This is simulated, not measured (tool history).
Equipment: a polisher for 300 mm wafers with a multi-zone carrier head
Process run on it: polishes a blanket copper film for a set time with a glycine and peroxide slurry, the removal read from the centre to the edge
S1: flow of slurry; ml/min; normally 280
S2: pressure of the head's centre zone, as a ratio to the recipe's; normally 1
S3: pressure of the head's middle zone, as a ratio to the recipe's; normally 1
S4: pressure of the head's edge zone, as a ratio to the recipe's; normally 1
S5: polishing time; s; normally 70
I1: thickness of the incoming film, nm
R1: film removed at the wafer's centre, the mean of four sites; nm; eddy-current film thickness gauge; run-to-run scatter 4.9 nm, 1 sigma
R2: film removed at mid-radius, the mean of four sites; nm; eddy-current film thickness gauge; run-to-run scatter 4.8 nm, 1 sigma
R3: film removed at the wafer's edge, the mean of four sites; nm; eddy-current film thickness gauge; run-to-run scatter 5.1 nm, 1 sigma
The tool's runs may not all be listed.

run	hour	S1	S2	S3	S4	S5	I1	R1	R2	R3
1	0	280	1	1	1	57	2234.6	262	272	271.4
# hour 53.3: carrier head's membrane replaced by a new one
2	67.3	280	1	1	1	57	2266.7	243.4	249.4	255.2
3	118.6	280	1	1	1	57	2222.3	239.7	249.3	251.9
4	143.4	280	1	1	1	70	2272.5	290.5	300.3	291.3
5	180.1	280	1	1.09	1	70	2216.1	292.8	312.8	291.5
# hour 197.1: worn pad replaced by a new one
6	228.6	280	1	1.09	1	70	2262.8	312.4	338.5	316.2
# hour 273.8: edge zone pressure recalibrated
7	289.8	280	0.98	1	1	70	2239.1	287.4	288.4	308.7
# hour 375.2: slurry nozzle cleaned
8	391.2	280	0.98	1	1	70	2234.8	296.8	305.2	304.3
9	431.2	280	1	1	1	70	2272.5	295	308.5	312.2
# hour 454.8: worn pad replaced by a new one
10	456.4	280	1	0.91	1	70	2220.1	342.9	323	341.1
11	481.4	280	1	0.91	1	70	2292.5	333.2	307.3	332.8
12	523.6	250	1	0.91	0.97	49	2266.6	218.9	202.9	217.2
13	594.7	280	1	1	1	89	2261.5	397.1	395	397.8
# hour 652.7: edge zone pressure recalibrated
14	663.7	280	0.93	1	1	63	2218.9	255.6	280	270.1
# hour 688: carrier head's membrane replaced by a new one
# hour 697.7: worn pad replaced by a new one
15	722.5	280	1	1	0.94	70	2214.1	333.3	332.6	334.2
16	781.6	280	1	1.08	1	70	2289.6	310.5	341.7	320.8
17	842.3	210	0.9	1	1.1	49	2264.1	185.8	202.9	214.9
# hour 901.2: centre zone pressure recalibrated
18	913.8	280	1	1	1	93	2275.1	392.6	406	399.4
# hour 926.3: worn pad replaced by a new one
19	941.4	280	1	1	1	70	2208.2	320.5	327.7	328.5
20	1010.5	280	1.04	1	1	52	2205.6	231.2	219.4	231.9
21	1042.8	280	1	1	1	48	2226.9	199.4	202.8	207
22	1096.5	280	1	1	1	70	2230	289.5	290.2	297.4
# hour 1108.3: edge zone pressure recalibrated
# hour 1148.3: worn pad replaced by a new one
23	1150.5	280	1	1.03	1.03	77	2228.1	363.3	373.5	372.7

Predict each of these 3 candidate next runs independently; none follows another, all start after run 23:
A	1150.9	280	1	1	1	70	2249	?	?	?
B	1150.9	280	1	0.96	1	78	2249	?	?	?
C	1150.9	310	1	1	1.12	60	2249	?	?	?

run	R1	R2	R3
A	324.3	320.1	341.2
B	361.3	344.7	380.4
C	283.3	279	313.2
With the hidden condition removed and each run's random variation left untouched, the same runs would have given:
run	R1	R2	R3
A	349.5	342.7	359.9
B	389.3	368.9	401.2
C	303.2	296.9	329.1

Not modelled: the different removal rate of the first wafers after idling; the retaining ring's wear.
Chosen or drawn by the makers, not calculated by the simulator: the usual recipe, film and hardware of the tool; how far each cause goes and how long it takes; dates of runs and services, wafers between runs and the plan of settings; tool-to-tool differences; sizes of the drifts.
